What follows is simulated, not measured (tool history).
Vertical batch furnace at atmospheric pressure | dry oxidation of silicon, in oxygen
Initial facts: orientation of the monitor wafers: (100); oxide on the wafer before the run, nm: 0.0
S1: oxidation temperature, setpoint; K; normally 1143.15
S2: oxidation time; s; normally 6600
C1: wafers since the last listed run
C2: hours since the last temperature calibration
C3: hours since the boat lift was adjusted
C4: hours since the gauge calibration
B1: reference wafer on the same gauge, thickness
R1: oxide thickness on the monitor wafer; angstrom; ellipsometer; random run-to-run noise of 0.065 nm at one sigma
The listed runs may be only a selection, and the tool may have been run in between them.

run 1 hour=0 | S1=1143.15 S2=7620 | C1=0 C2=2379.5 C3=1245.5 C4=91.2 | B1=23.3 | R1=232.9
run 2 hour=14.6 | S1=1143.15 S2=6600 | C1=141 C2=2394.1 C3=1260.1 C4=105.8 | B1=23.31 | R1=212.2
run 3 hour=27.6 | S1=1143.15 S2=6600 | C1=125 C2=2407.1 C3=1273.1 C4=118.8 | B1=23.31 | R1=212.4
run 4 hour=42.8 | S1=1143.15 S2=6600 | C1=147 C2=2422.3 C3=1288.3 C4=134 | B1=23.29 | R1=213.3
run 5 hour=62.9 | S1=1143.15 S2=6600 | C1=194 C2=2442.4 C3=1308.4 C4=154.1 | B1=23.31 | R1=212.6
run 6 hour=110.8 | S1=1151.15 S2=6600 | C1=463 C2=2490.3 C3=1356.3 C4=202 | B1=23.3 | R1=231.3
run 7 hour=122.1 | S1=1151.15 S2=6600 | C1=109 C2=2501.6 C3=1367.6 C4=213.3 | B1=23.29 | R1=231.1
run 8 hour=134.9 | S1=1143.15 S2=9240 | C1=123 C2=2514.4 C3=1380.4 C4=226.1 | B1=23.31 | R1=265.4
run 9 hour=152.1 | S1=1143.15 S2=9240 | C1=166 C2=2531.6 C3=1397.6 C4=243.3 | B1=23.3 | R1=264.5
-- hour=193.9 thermocouples replaced and temperature profile calibrated
-- hour=218.3 boat lift adjusted
run 10 hour=218.8 | S1=1143.15 S2=9240 | C1=180 C2=24.9 C3=0.5 C4=310 | B1=23.3 | R1=278.4
-- hour=231.9 gauge calibrated
run 11 hour=246.6 | S1=1143.15 S2=6600 | C1=269 C2=52.7 C3=28.3 C4=14.7 | B1=23.3 | R1=221.8
run 12 hour=273.5 | S1=1143.15 S2=7680 | C1=260 C2=79.6 C3=55.2 C4=41.6 | B1=23.29 | R1=244.6
run 13 hour=290.6 | S1=1143.15 S2=7680 | C1=165 C2=96.7 C3=72.3 C4=58.7 | B1=23.29 | R1=243.3
run 14 hour=307.8 | S1=1143.15 S2=9870 | C1=166 C2=113.9 C3=89.5 C4=75.9 | B1=23.31 | R1=287.2
run 15 hour=319.6 | S1=1135.15 S2=4200 | C1=114 C2=125.7 C3=101.3 C4=87.7 | B1=23.3 | R1=148.2
run 16 hour=339.1 | S1=1143.15 S2=6600 | C1=188 C2=145.2 C3=120.8 C4=107.2 | B1=23.32 | R1=219.1
run 17 hour=356.8 | S1=1119.15 S2=4620 | C1=171 C2=162.9 C3=138.5 C4=124.9 | B1=23.3 | R1=131.6
run 18 hour=376.6 | S1=1143.15 S2=6600 | C1=191 C2=182.7 C3=158.3 C4=144.7 | B1=23.3 | R1=220.7
run 19 hour=428.5 | S1=1123.15 S2=6600 | C1=502 C2=234.6 C3=210.2 C4=196.6 | B1=23.31 | R1=175.4
run 20 hour=439 | S1=1121.15 S2=9750 | C1=101 C2=245.1 C3=220.7 C4=207.1 | B1=23.3 | R1=222.6
run 21 hour=458.7 | S1=1156.15 S2=4800 | C1=190 C2=264.8 C3=240.4 C4=226.8 | B1=23.3 | R1=203.2
run 22 hour=474.6 | S1=1143.15 S2=6600 | C1=153 C2=280.7 C3=256.3 C4=242.7 | B1=23.28 | R1=218.3
run 23 hour=493.6 | S1=1143.15 S2=4500 | C1=183 C2=299.7 C3=275.3 C4=261.7 | B1=23.31 | R1=168.7
run 24 hour=509.4 | S1=1143.15 S2=7680 | C1=152 C2=315.5 C3=291.1 C4=277.5 | B1=23.31 | R1=241
run 25 hour=520.7 | S1=1166.15 S2=6600 | C1=109 C2=326.8 C3=302.4 C4=288.8 | B1=23.29 | R1=276.6
run 26 hour=547.8 | S1=1143.15 S2=6600 | C1=262 C2=353.9 C3=329.5 C4=315.9 | B1=23.3 | R1=216.9
run 27 hour=572.5 | S1=1143.15 S2=6600 | C1=239 C2=378.6 C3=354.2 C4=340.6 | B1=23.31 | R1=217.8

3 options for the next run, each taken on its own from the tool as it stands now. Forecast them:
run A hour=579.1 | S1=1143.15 S2=6600 | C1=63 C2=385.2 C3=360.8 C4=347.2 | B1=? | R1=?
run B hour=579.1 | S1=1156.15 S2=5160 | C1=63 C2=385.2 C3=360.8 C4=347.2 | B1=? | R1=?
run C hour=579.1 | S1=1156.15 S2=5700 | C1=63 C2=385.2 C3=360.8 C4=347.2 | B1=? | R1=?

run=A B1=23.3 R1=218.3
run=B B1=23.3 R1=213.2
run=C B1=23.3 R1=227.6
With no hidden state in the tool, these same runs would have given:
run=A R1=224
run=B R1=218.7
run=C R1=233.5

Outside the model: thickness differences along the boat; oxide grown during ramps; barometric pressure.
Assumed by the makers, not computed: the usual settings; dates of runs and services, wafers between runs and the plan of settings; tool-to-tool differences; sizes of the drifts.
